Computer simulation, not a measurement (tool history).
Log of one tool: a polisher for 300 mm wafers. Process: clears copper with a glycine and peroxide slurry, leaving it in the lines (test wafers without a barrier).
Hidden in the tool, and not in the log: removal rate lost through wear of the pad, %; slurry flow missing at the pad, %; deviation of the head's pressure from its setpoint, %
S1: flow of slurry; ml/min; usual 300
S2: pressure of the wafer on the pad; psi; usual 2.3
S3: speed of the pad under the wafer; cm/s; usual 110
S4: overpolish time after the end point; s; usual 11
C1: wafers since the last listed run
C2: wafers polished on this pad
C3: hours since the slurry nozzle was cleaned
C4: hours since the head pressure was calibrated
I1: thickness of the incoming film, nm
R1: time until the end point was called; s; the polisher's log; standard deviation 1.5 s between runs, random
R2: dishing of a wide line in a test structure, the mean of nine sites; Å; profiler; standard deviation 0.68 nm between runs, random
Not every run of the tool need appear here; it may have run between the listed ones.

run,hour,S1,S2,S3,S4,C1,C2,C3,C4,I1,R1,R2
1,0.0,300,2.3,110,11,0,397,506.7,465.5,496.5,84.3,401
2,10.0,370,2.3,110,11,66,463,516.7,475.5,495.5,83.8,394
3,21.9,300,2.3,128,11,78,541,528.6,487.4,495.2,76.5,442
4,39.5,300,2.3,110,11,116,658,546.2,505.0,497.9,88.4,397
5,55.9,300,2.3,110,11,108,766,562.6,521.4,502.7,90.3,398
# hour 70.0: worn pad replaced by a new one
6,70.8,300,2.3,110,11,72,5,577.5,536.3,505.2,89.4,385
7,80.2,300,2.5,110,11,62,67,586.9,545.7,511.0,91.9,399
# hour 94.4: worn pad replaced by a new one, repeated, since the last time left the tool worse
8,94.9,300,3.0,136,11,70,3,601.6,560.4,497.8,53.8,612
9,104.7,300,2.3,94,11,64,68,611.4,570.2,494.7,89.2,376
# hour 110.9: head pressure recalibrated
10,115.9,300,2.3,110,8,60,129,622.6,5.0,502.0,82.3,302
# hour 122.2: slurry nozzle cleaned
11,123.1,390,2.5,110,11,41,170,0.9,12.2,502.6,76.3,446
12,134.8,245,2.3,110,15,77,247,12.6,23.9,500.6,86.7,524
13,151.4,300,2.3,128,11,109,357,29.2,40.5,496.0,74.9,451
14,159.6,250,2.3,110,15,54,411,37.4,48.7,503.6,87.7,533

Alternative continuations, all from the tool just after run 14; predict every row:
A,160.1,300,2.3,110,11,3,415,37.9,49.2,499.4,?,?
B,160.1,300,1.8,78,11,3,415,37.9,49.2,499.4,?,?
C,160.1,225,2.9,92,13,3,415,37.9,49.2,499.4,?,?

run,R1,R2
A,88.3,407
B,133.8,279
C,86.0,487
Without the tool's unlogged condition, the same runs would have read:
run,R1,R2
A,82.6,431
B,125.1,297
C,80.5,516
